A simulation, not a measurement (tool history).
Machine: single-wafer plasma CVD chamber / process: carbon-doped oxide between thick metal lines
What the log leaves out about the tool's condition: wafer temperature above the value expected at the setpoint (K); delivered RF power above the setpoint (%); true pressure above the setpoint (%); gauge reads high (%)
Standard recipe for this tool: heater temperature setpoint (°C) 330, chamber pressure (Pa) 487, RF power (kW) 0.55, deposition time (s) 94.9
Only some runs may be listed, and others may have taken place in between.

run	hour	heater temperature setpoint (°C)	chamber pressure (Pa)	RF power (kW)	deposition time (s)	wafers since the last listed run	hours since the last thermocouple change	hours since the last RF generator calibration	hours since the last manometer calibration	hours since the showerhead was replaced	hours since the gauge calibration	read-back reference wafer on the same gauge, thickness_nm	mean film thickness on the monitor wafer (Å)
1	0	318	487	0.55	94.9	0	1996.1	2134.3	1815.8	5684.6	122.9	633.131	5364.7
2	13	330	487	0.55	94.9	121	2009.1	2147.3	1828.8	5697.6	135.9	633.101	5128.95
3	25.8	330	487	0.55	94.9	119	2021.9	2160.1	1841.6	5710.4	148.7	632.814	5121.7
4	36	330	487	0.55	94.9	94	2032.1	2170.3	1851.8	5720.6	158.9	633.046	5131.92
5	45.9	330	487	0.55	94.9	92	2042	2180.2	1861.7	5730.5	168.8	633.002	5107.11
6	97	326	487	0.55	94.9	475	2093.1	2231.3	1912.8	5781.6	219.9	633.059	5193.76
7	105.6	326	487	0.55	94.9	80	2101.7	2239.9	1921.4	5790.2	228.5	632.952	5194.97
8	118.5	326	487	0.55	94.9	120	2114.6	2252.8	1934.3	5803.1	241.4	632.967	5186.01
# hour 132.6: capacitance manometer re-zeroed and calibrated
# hour 135.5: thermocouple changed; heater temperature recalibrated
9	136	339	487	0.55	94.9	61	0.5	2270.3	3.4	5820.6	258.9	632.818	4949.6
10	145	330	487	0.55	100.4	83	9.5	2279.3	12.4	5829.6	267.9	632.915	5411.8
11	156	343	419	0.64	94.9	102	20.5	2290.3	23.4	5840.6	278.9	633.021	5295.56
# hour 172.2: showerhead replaced
# hour 176: gauge calibrated
# hour 185: RF generator calibrated
12	196.1	330	487	0.55	101.6	224	60.6	11.1	63.5	23.9	20.1	632.983	5771.73
13	205	340	537	0.485	79.5	82	69.5	20	72.4	32.8	29	632.799	4085.23
14	216.2	339	487	0.55	94.9	104	80.7	31.2	83.6	44	40.2	633.171	5231.5
15	231.5	330	487	0.55	94.9	142	96	46.5	98.9	59.3	55.5	633.06	5383.62
16	243.5	319	583	0.62	94.9	111	108	58.5	110.9	71.3	67.5	633.151	6184.98

Forecast each of these 4 alternatives for the next run:
A	243.9	330	419	0.55	94.9	3	108.4	58.9	111.3	71.7	67.9	?	?
B	243.9	343	524	0.615	94.9	3	108.4	58.9	111.3	71.7	67.9	?	?
C	243.9	325	429	0.47	111.2	3	108.4	58.9	111.3	71.7	67.9	?	?
D	243.9	318	377	0.55	104.3	3	108.4	58.9	111.3	71.7	67.9	?	?

run	read-back reference wafer on the same gauge, thickness_nm	mean film thickness on the monitor wafer (Å)
A	632.784	5311.93
B	632.784	5573.25
C	632.784	5752.01
D	632.784	6066.52
Had the tool no hidden state, the same runs would have come out as:
run	mean film thickness on the monitor wafer (Å)
A	5326.64
B	5588.21
C	5768.28
D	6083.32
